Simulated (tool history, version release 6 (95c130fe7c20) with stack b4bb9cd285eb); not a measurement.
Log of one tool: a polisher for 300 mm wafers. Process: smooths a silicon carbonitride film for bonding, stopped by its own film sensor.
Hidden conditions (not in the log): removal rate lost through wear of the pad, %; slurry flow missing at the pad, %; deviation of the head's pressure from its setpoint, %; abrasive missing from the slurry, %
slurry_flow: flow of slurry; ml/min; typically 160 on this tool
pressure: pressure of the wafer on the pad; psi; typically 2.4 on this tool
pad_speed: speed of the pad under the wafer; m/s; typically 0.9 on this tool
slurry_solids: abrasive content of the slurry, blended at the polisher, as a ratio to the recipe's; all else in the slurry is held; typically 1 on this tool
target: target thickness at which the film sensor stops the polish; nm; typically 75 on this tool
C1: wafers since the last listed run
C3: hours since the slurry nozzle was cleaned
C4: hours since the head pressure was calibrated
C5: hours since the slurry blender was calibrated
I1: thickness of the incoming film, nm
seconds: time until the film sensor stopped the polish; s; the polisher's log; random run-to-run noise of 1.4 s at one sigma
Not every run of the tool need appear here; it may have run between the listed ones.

Run 1, hour 0: usual settings but target 68 nm; C1 0; wafers polished on this pad 516; C3 191.6; C4 59; C5 56.8; I1 100.4. Result: seconds 100.1 s.
Run 2, hour 84.4: usual settings but target 68 nm; C1 495; wafers polished on this pad 1012; C3 276; C4 143.4; C5 141.2; I1 101.6. Result: seconds 112.1 s.
Run 3, hour 135: usual settings but target 68 nm; C1 297; wafers polished on this pad 1309; C3 326.6; C4 194; C5 191.8; I1 98.1. Result: seconds 115.4 s.
At hour 154.2: worn pad replaced by a new one.
At hour 176.7: slurry blender recalibrated.
Run 4, hour 204.9: usual settings; C1 375; wafers polished on this pad 286; C3 396.5; C4 263.9; C5 28.2; I1 101. Result: seconds 81 s.
At hour 271.1: slurry nozzle cleaned.
Run 5, hour 275.8: usual settings; C1 410; wafers polished on this pad 696; C3 4.7; C4 334.8; C5 99.1; I1 98.5. Result: seconds 76.4 s.
At hour 338.1: head pressure recalibrated.
At hour 354.6: worn pad replaced by a new one.
Run 6, hour 367.5: usual settings; C1 503; wafers polished on this pad 75; C3 96.4; C4 29.4; C5 190.8; I1 99.8. Result: seconds 94.1 s.
At hour 377.9: slurry blender recalibrated.
Run 7, hour 445: usual settings; C1 443; wafers polished on this pad 519; C3 173.9; C4 106.9; C5 67.1; I1 99.7. Result: seconds 79.6 s.
Run 8, hour 511.8: usual settings but slurry_solids 0.85, target 66 nm; C1 392; wafers polished on this pad 911; C3 240.7; C4 173.7; C5 133.9; I1 99.4. Result: seconds 132.7 s.
At hour 548.4: worn pad replaced by a new one.
Run 9, hour 586.8: usual settings but target 68 nm; C1 417; wafers polished on this pad 225; C3 315.7; C4 248.7; C5 208.9; I1 99.6. Result: seconds 131.2 s.
At hour 604.2: slurry blender recalibrated.
Run 10, hour 624.9: usual settings but slurry_flow 185 ml/min, pad_speed 0.8 m/s, slurry_solids 0.9, target 83 nm; C1 212; wafers polished on this pad 437; C3 353.8; C4 286.8; C5 20.7; I1 101. Result: seconds 63.5 s.
Run 11, hour 726.2: usual settings but slurry_flow 120 ml/min, pad_speed 0.68 m/s, target 78 nm; C1 595; wafers polished on this pad 1032; C3 455.1; C4 388.1; C5 122; I1 99. Result: seconds 88.3 s.
At hour 746.5: worn pad replaced by a new one.
At hour 762.6: head pressure recalibrated.
At hour 791.4: slurry blender recalibrated.
At hour 793.3: slurry nozzle cleaned.
Run 12, hour 812.1: usual settings but slurry_flow 115 ml/min; C1 451; wafers polished on this pad 356; C3 18.8; C4 49.5; C5 20.7; I1 99.3. Result: seconds 79.3 s.
Run 13, hour 897.8: usual settings but slurry_flow 195 ml/min, pressure 2.7 psi, slurry_solids 0.85, target 78 nm; C1 503; wafers polished on this pad 859; C3 104.5; C4 135.2; C5 106.4; I1 99.9. Result: seconds 69.2 s.
At hour 949.2: worn pad replaced by a new one.
Run 14, hour 965: usual settings but slurry_solids 0.85, target 81 nm; C1 371; wafers polished on this pad 93; C3 171.7; C4 202.4; C5 173.6; I1 100.2. Result: seconds 80.1 s.
At hour 976.7: slurry blender recalibrated.
Run 15, hour 1021.2: usual settings; C1 318; wafers polished on this pad 411; C3 227.9; C4 258.6; C5 44.5; I1 99.2. Result: seconds 76.8 s.

Consider 3 possible next runs. They are alternatives, not a sequence: every one starts from the tool as it was left by run 15. What does each give?
Run A, hour 1021.7: usual settings; C1 2; wafers polished on this pad 414; C3 228.4; C4 259.1; C5 45; I1 98.6. Result: seconds ?.
Run B, hour 1021.7: usual settings but slurry_flow 125 ml/min, target 78 nm; C1 2; wafers polished on this pad 414; C3 228.4; C4 259.1; C5 45; I1 98.6. Result: seconds ?.
Run C, hour 1021.7: usual settings but slurry_flow 120 ml/min, slurry_solids 1.25; C1 2; wafers polished on this pad 414; C3 228.4; C4 259.1; C5 45; I1 98.6. Result: seconds ?.

run  seconds
  A       72
  B     66.1
  C     66.2
Take away the tool's hidden state, keep each run's random variation, and the runs would have read:
run  seconds
  A     70.9
  B     65.1
  C     65.4

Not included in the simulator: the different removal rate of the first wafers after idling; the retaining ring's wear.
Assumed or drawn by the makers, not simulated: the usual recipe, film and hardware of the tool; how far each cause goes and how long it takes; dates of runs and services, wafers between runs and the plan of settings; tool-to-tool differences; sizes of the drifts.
